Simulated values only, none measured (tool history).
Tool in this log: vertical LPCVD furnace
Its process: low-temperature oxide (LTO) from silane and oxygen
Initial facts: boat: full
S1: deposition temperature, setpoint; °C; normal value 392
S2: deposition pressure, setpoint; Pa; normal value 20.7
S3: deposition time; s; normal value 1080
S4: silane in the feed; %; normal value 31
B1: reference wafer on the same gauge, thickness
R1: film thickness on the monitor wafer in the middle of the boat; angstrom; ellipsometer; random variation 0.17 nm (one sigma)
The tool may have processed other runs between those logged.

run 1 hour=0 | S1=392 S2=20.7 S3=1080 S4=31 | B1=74.52 | R1=774.2
run 2 hour=60.4 | S1=392 S2=20.7 S3=1080 S4=31 | B1=74.55 | R1=768.8
run 3 hour=108 | S1=392 S2=20.7 S3=1080 S4=31 | B1=74.58 | R1=775.7
run 4 hour=265.8 | S1=392 S2=20.7 S3=990 S4=36 | B1=74.65 | R1=866.7
run 5 hour=322.5 | S1=392 S2=20.7 S3=1080 S4=31 | B1=74.5 | R1=777.3
-- hour=354.8 thermocouples replaced and temperature profile calibrated
run 6 hour=359.6 | S1=392 S2=20.7 S3=1080 S4=31 | B1=74.67 | R1=774
run 7 hour=422.1 | S1=392 S2=20.7 S3=1080 S4=31 | B1=74.63 | R1=775.8
-- hour=469.8 gauge calibrated
run 8 hour=469.8 | S1=392 S2=20.7 S3=1080 S4=31 | B1=74.68 | R1=778.4
-- hour=505.6 silane flow controller replaced
run 9 hour=506.1 | S1=392 S2=20.7 S3=1080 S4=31 | B1=74.66 | R1=728.4
run 10 hour=533.3 | S1=392 S2=20.7 S3=1080 S4=31 | B1=74.62 | R1=728.9
run 11 hour=575.4 | S1=392 S2=24 S3=960 S4=31 | B1=74.63 | R1=758.1
run 12 hour=600.2 | S1=392 S2=20.7 S3=1080 S4=31 | B1=74.65 | R1=733.2
run 13 hour=644.4 | S1=392 S2=20.7 S3=1080 S4=31 | B1=74.62 | R1=733.5
-- hour=699.1 pressure gauge zeroed
run 14 hour=710.2 | S1=392 S2=20.7 S3=1080 S4=26 | B1=74.57 | R1=590.3
run 15 hour=763.7 | S1=402 S2=24.7 S3=1080 S4=31 | B1=74.63 | R1=1036.1
run 16 hour=821.3 | S1=403 S2=16.7 S3=1080 S4=31 | B1=74.61 | R1=706.5
run 17 hour=877.1 | S1=398 S2=20.7 S3=1380 S4=29 | B1=74.61 | R1=952.1
run 18 hour=917.8 | S1=401 S2=24.7 S3=1080 S4=31 | B1=74.63 | R1=1021.5
run 19 hour=953.4 | S1=387 S2=20.7 S3=870 S4=31 | B1=74.59 | R1=581.3
run 20 hour=1002.3 | S1=392 S2=20.7 S3=1080 S4=31 | B1=74.62 | R1=765.4
run 21 hour=1073 | S1=401 S2=24.7 S3=1080 S4=31 | B1=74.53 | R1=1012.7

Each row is a separate what-if for the run after 21, all from the same tool condition, not one after another. Results?
run A hour=1078.2 | S1=392 S2=20.7 S3=1350 S4=31 | B1=? | R1=?
run B hour=1078.2 | S1=383 S2=20.7 S3=900 S4=31 | B1=? | R1=?
run C hour=1078.2 | S1=381 S2=22.7 S3=1080 S4=31 | B1=? | R1=?
run D hour=1078.2 | S1=392 S2=16 S3=1500 S4=29 | B1=? | R1=?
run E hour=1078.2 | S1=392 S2=16 S3=720 S4=33 | B1=? | R1=?

run=A B1=74.59 R1=950.8
run=B B1=74.59 R1=567.1
run=C B1=74.59 R1=728.7
run=D B1=74.59 R1=737.9
run=E B1=74.59 R1=427.2
Without the tool's hidden state the same runs would have given:
run=A R1=954.7
run=B R1=569.3
run=C R1=730.5
run=D R1=743.9
run=E R1=431.3
